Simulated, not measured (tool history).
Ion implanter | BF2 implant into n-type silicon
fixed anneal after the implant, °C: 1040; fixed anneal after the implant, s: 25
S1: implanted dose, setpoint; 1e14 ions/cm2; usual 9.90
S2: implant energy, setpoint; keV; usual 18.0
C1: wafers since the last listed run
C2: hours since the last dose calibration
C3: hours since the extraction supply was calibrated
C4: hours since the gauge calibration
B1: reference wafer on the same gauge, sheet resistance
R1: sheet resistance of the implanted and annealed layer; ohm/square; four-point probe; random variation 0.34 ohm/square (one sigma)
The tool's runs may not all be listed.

Run 1, hour 0.0: usual settings but S1 9.15 1e14 ions/cm2, S2 14.5 keV; C1 0; C2 156.6; C3 2478.4; C4 13.8; B1 134.99. Result: R1 149.29 ohm/square.
Run 2, hour 92.0: usual settings but S1 9.15 1e14 ions/cm2, S2 14.5 keV; C1 2335; C2 248.6; C3 2570.4; C4 105.8; B1 135.22. Result: R1 148.58 ohm/square.
Run 3, hour 186.4: usual settings but S1 9.15 1e14 ions/cm2, S2 14.5 keV; C1 2396; C2 343.0; C3 2664.8; C4 200.2; B1 135.20. Result: R1 148.20 ohm/square.
Run 4, hour 240.0: usual settings but S2 23.0 keV; C1 1360; C2 396.6; C3 2718.4; C4 253.8; B1 135.06. Result: R1 126.47 ohm/square.
At hour 307.2: extraction supply calibrated.
Run 5, hour 340.3: usual settings but S2 23.0 keV; C1 2342; C2 496.9; C3 33.1; C4 354.1; B1 135.03. Result: R1 126.20 ohm/square.
At hour 441.0: Faraday cup replaced and dose calibrated.
Run 6, hour 441.5: usual settings but S2 23.0 keV; C1 2365; C2 0.5; C3 134.3; C4 455.3; B1 134.98. Result: R1 128.76 ohm/square.
Run 7, hour 498.7: usual settings; C1 1451; C2 57.7; C3 191.5; C4 512.5; B1 135.00. Result: R1 137.32 ohm/square.
Run 8, hour 542.7: usual settings; C1 1116; C2 101.7; C3 235.5; C4 556.5; B1 134.98. Result: R1 136.28 ohm/square.
Run 9, hour 591.5: usual settings but S1 8.41 1e14 ions/cm2; C1 1238; C2 150.5; C3 284.3; C4 605.3; B1 134.95. Result: R1 148.45 ohm/square.
Run 10, hour 687.3: usual settings but S1 8.44 1e14 ions/cm2, S2 16.0 keV; C1 2431; C2 246.3; C3 380.1; C4 701.1; B1 134.87. Result: R1 152.49 ohm/square.
At hour 706.5: gauge calibrated.
Run 11, hour 752.5: usual settings but S2 22.5 keV; C1 1655; C2 311.5; C3 445.3; C4 46.0; B1 134.94. Result: R1 128.02 ohm/square.
Run 12, hour 809.8: usual settings but S1 8.68 1e14 ions/cm2, S2 12.5 keV; C1 1454; C2 368.8; C3 502.6; C4 103.3; B1 135.09. Result: R1 157.81 ohm/square.
Run 13, hour 892.5: usual settings but S2 13.0 keV; C1 2099; C2 451.5; C3 585.3; C4 186.0; B1 134.90. Result: R1 145.65 ohm/square.
Run 14, hour 971.2: usual settings but S1 8.85 1e14 ions/cm2, S2 14.5 keV; C1 1997; C2 530.2; C3 664.0; C4 264.7; B1 135.18. Result: R1 150.95 ohm/square.
At hour 1005.2: Faraday cup replaced and dose calibrated.
Run 15, hour 1020.6: usual settings but S1 8.41 1e14 ions/cm2; C1 1050; C2 15.4; C3 713.4; C4 314.1; B1 135.02. Result: R1 150.98 ohm/square.

4 ways to go on from here, each from the tool as it stands after run 15. What would each give?
Run A, hour 1021.0: usual settings but S1 7.14 1e14 ions/cm2; C1 10; C2 15.8; C3 713.8; C4 314.5; B1 ?. Result: R1 ?.
Run B, hour 1021.0: usual settings but S1 8.75 1e14 ions/cm2, S2 13.5 keV; C1 10; C2 15.8; C3 713.8; C4 314.5; B1 ?. Result: R1 ?.
Run C, hour 1021.0: usual settings but S1 7.43 1e14 ions/cm2, S2 12.0 keV; C1 10; C2 15.8; C3 713.8; C4 314.5; B1 ?. Result: R1 ?.
Run D, hour 1021.0: usual settings but S1 8.81 1e14 ions/cm2, S2 21.0 keV; C1 10; C2 15.8; C3 713.8; C4 314.5; B1 ?. Result: R1 ?.

run      B1      R1
  A  134.99  167.96
  B  134.99  156.72
  C  134.99  177.42
  D  134.99  141.29
Without the tool's hidden state the same runs would have given:
run      R1
  A  168.36
  B  157.03
  C  177.80
  D  141.60
